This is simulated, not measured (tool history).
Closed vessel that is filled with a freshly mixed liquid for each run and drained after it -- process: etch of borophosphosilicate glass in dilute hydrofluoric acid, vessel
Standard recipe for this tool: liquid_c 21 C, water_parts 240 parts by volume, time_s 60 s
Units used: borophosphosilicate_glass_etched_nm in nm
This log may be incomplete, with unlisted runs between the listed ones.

run     day  liquid_c  water_parts  time_s  wafers since the last listed run  hours since the thermometer was replaced  hours since the hydrofluoric acid flow meter was replaced  hours since the gauge calibration  read-back film thickness of the borophosphosilicate glass reference wafer, read on the same gauge (nm)  borophosphosilicate_glass_etched_nm
  1       0        21          240      60                                 0                                    1068.7                                                       1151                              382.9                                                                                                      80                                 9.69
  2   0.917        24          240      60                              1683                                    1090.7                                                       1173                              404.9                                                                                                      80                                10.82
  3    2.05        24          240      60                              2081                                    1117.9                                                     1200.2                              432.1                                                                                                      80                                10.75
  4    2.85        21          240      60                              1469                                    1137.1                                                     1219.4                              451.3                                                                                                      80                                  9.7
  5   4.046        21          240      60                              2196                                    1165.8                                                     1248.1                                480                                                                                                   79.99                                 9.72
  6   4.775        21          240      60                              1339                                    1183.3                                                     1265.6                              497.5                                                                                                   79.99                                 9.68
  7   5.446        21          240      60                              1232                                    1199.4                                                     1281.7                              513.6                                                                                                   79.99                                 9.69
  8     6.1        21          240      60                              1201                                    1215.1                                                     1297.4                              529.3                                                                                                      80                                 9.75
  9   7.158        21          240      60                              1944                                    1240.5                                                     1322.8                              554.7                                                                                                      80                                  9.8
 10   7.912        21          240      35                              1385                                    1258.6                                                     1340.9                              572.8                                                                                                   79.98                                  5.7
 11   8.946        21          240      60                              1898                                    1283.4                                                     1365.7                              597.6                                                                                                      80                                 9.74
 12   9.779        21          240      60                              1530                                    1303.4                                                     1385.7                              617.6                                                                                                      80                                 9.78
 13  10.496        21          240      40                              1316                                    1320.6                                                     1402.9                              634.8                                                                                                   79.99                                 6.53
 14   11.55        21          240      40                              1936                                    1345.9                                                     1428.2                              660.1                                                                                                      80                                 6.55
 15  12.967        19          155      35                              2602                                    1379.9                                                     1462.2                              694.1                                                                                                   80.01                                 8.87
     13.629  -- gauge calibrated
 16  13.683      22.5          345      40                              1316                                    1397.1                                                     1479.4                                1.3                                                                                                      80                                 4.36
     14.867  -- hydrofluoric acid flow meter replaced
     15.671  -- thermometer replaced
 17  17.579        25          350      70                              7003                                      45.8                                                       65.1                               94.8                                                                                                   79.98                                 7.68
 18  18.808        21          240      40                              2257                                      75.3                                                       94.6                              124.3                                                                                                   80.02                                 6.17
 19  19.971        21          240      60                              2135                                     103.2                                                      122.5                              152.2                                                                                                      80                                 9.22
 20  21.204        21          240      60                              2265                                     132.8                                                      152.1                              181.8                                                                                                   79.99                                 9.25
 21  22.192        21          185      60                              1814                                     156.5                                                      175.8                              205.5                                                                                                   79.97                                12.69
 22  23.375      24.5          170      35                              2173                                     184.9                                                      204.2                              233.9                                                                                                   79.97                                 9.36
 23   24.15        17          160      75                              1423                                     203.5                                                      222.8                              252.5                                                                                                      80                                   16
 24  25.171        21          200      60                              1875                                       228                                                      247.3                                277                                                                                                   79.99                                11.58
 25  26.325      23.5          240      70                              2120                                     255.7                                                        275                              304.7                                                                                                      80                                11.88
 26  27.462        25          190      45                              2089                                       283                                                      302.3                                332                                                                                                   79.98                                10.75
 27  28.475        17          155      30                              1859                                     307.3                                                      326.6                              356.3                                                                                                   80.01                                 6.71
 28  29.271        21          155      60                              1461                                     326.4                                                      345.7                              375.4                                                                                                   80.01                                15.61
 29  29.967      22.5          290      35                              1278                                     343.1                                                      362.4                              392.1                                                                                                   79.98                                 4.53
 30  30.729        21          190      60                              1400                                     361.4                                                      380.7                              410.4                                                                                                      80                                12.33
 31  32.104        19          240      60                              2525                                     394.4                                                      413.7                              443.4                                                                                                   79.98                                 8.66
 32  33.517      24.5          135      30                              2594                                     428.3                                                      447.6                              477.3                                                                                                      80                                 10.6

Hidden condition of the tool, last listed run before each entry between runs versus first listed run after:
From run 15 to run 16: gauge calibrated (day 13.629)
  hydrofluoric acid flow above the setpoint (%): 6.04 -> 6.1
  measured value less the no-hidden-state value, borophosphosilicate_glass_etched_nm: +0.58 -> +0.33 nm
From run 16 to run 17: hydrofluoric acid flow meter replaced (day 14.867); thermometer replaced (day 15.671)
  hydrofluoric acid flow above the setpoint (%): 6.1 -> 0.972
  measured value less the no-hidden-state value, borophosphosilicate_glass_etched_nm: +0.33 -> +0.09 nm

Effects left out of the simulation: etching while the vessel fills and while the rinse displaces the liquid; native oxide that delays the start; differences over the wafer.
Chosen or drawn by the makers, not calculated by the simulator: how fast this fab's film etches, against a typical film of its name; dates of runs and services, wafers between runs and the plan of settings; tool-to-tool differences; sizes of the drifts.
